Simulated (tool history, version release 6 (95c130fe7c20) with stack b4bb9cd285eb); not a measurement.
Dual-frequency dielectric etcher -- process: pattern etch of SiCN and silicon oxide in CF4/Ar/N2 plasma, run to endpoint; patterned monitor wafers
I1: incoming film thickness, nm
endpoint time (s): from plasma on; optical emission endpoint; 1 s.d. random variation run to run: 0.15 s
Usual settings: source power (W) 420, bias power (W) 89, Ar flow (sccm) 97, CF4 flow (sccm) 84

Run 1, day 0: usual settings; I1 14.23. Result: endpoint time (s) 16.6.
Run 2, day 0.95: usual settings; I1 14.27. Result: endpoint time (s) 16.6.
Run 3, day 2.933: usual settings but bias power (W) 78, CF4 flow (sccm) 100; I1 14.34. Result: endpoint time (s) 17.6.
Run 4, day 2.95: usual settings but bias power (W) 109, Ar flow (sccm) 86; I1 14.25. Result: endpoint time (s) 14.6.
Run 5, day 3.646: usual settings but bias power (W) 81, Ar flow (sccm) 85; I1 14.23. Result: endpoint time (s) 17.5.
Run 6, day 4.975: usual settings but source power (W) 360, Ar flow (sccm) 73, CF4 flow (sccm) 65; I1 14.32. Result: endpoint time (s) 19.1.
Run 7, day 6.071: usual settings; I1 14.2. Result: endpoint time (s) 16.5.
Run 8, day 6.971: usual settings but source power (W) 460, bias power (W) 79, Ar flow (sccm) 79, CF4 flow (sccm) 91; I1 14.24. Result: endpoint time (s) 15.6.
Run 9, day 9.062: usual settings but bias power (W) 76; I1 14.3. Result: endpoint time (s) 18.8.
Run 10, day 9.388: usual settings but CF4 flow (sccm) 90; I1 14.29. Result: endpoint time (s) 17.2.
Run 11, day 10.383: usual settings; I1 14.15. Result: endpoint time (s) 17.
Run 12, day 11.688: usual settings but source power (W) 330, Ar flow (sccm) 87, CF4 flow (sccm) 94; I1 14.25. Result: endpoint time (s) 21.4.
Run 13, day 12.758: usual settings but bias power (W) 79; I1 14.2. Result: endpoint time (s) 18.1.
Run 14, day 13.979: usual settings but source power (W) 380; I1 14.26. Result: endpoint time (s) 19.
Run 15, day 14.712: usual settings but source power (W) 370, bias power (W) 82, Ar flow (sccm) 87, CF4 flow (sccm) 90; I1 14.38. Result: endpoint time (s) 20.3.
Run 16, day 16.092: usual settings but source power (W) 390; I1 14.32. Result: endpoint time (s) 18.6.
Run 17, day 17.075: usual settings; I1 14.29. Result: endpoint time (s) 17.1.
Run 18, day 18.175: usual settings but source power (W) 370, Ar flow (sccm) 81; I1 14.15. Result: endpoint time (s) 18.8.
Run 19, day 19.583: usual settings but CF4 flow (sccm) 96; I1 14.25. Result: endpoint time (s) 16.8.
Run 20, day 21.046: usual settings but source power (W) 510, bias power (W) 69, CF4 flow (sccm) 65; I1 14.27. Result: endpoint time (s) 16.7.
Run 21, day 24.662: usual settings; I1 14.4. Result: endpoint time (s) 17.2.
Run 22, day 25.333: usual settings but source power (W) 360, Ar flow (sccm) 87; I1 14.25. Result: endpoint time (s) 19.5.
Run 23, day 26.267: usual settings but source power (W) 370, bias power (W) 81; I1 14.43. Result: endpoint time (s) 20.6.
Run 24, day 27.258: usual settings; I1 14.2. Result: endpoint time (s) 16.6.

Not shown here: 6 entries made in the log between runs. Locate each between two listed runs and compare the hidden state at the listed run before it with the hidden state at the listed run after it:
From run 2 to run 3: Ar flow controller replaced (day 1.933); upper electrode replaced, of another model than before (day 2.912)
  etch rate over this chamber's usual, %: 3.21 -> 3.58
  measured minus no-state result, endpoint time (s): -0.5 -> -0.7
From run 5 to run 6: CF4 flow controller replaced (day 4.425)
  etch rate over this chamber's usual, %: 3.71 -> 3.95
  measured minus no-state result, endpoint time (s): -0.6 -> -0.7
From run 8 to run 9: wet clean of the chamber (day 9.042)
  etch rate over this chamber's usual, %: 4.32 -> -0.758
  measured minus no-state result, endpoint time (s): -0.7 -> +0.1
From run 11 to run 12: source power generator calibrated (day 11.012)
  etch rate over this chamber's usual, %: -0.515 -> -0.275
  measured minus no-state result, endpoint time (s): +0.1 -> +0
From run 13 to run 14: bias power generator calibrated (day 13.958)
  etch rate over this chamber's usual, %: -0.078 -> 0.147
  measured minus no-state result, endpoint time (s): +0 -> +0
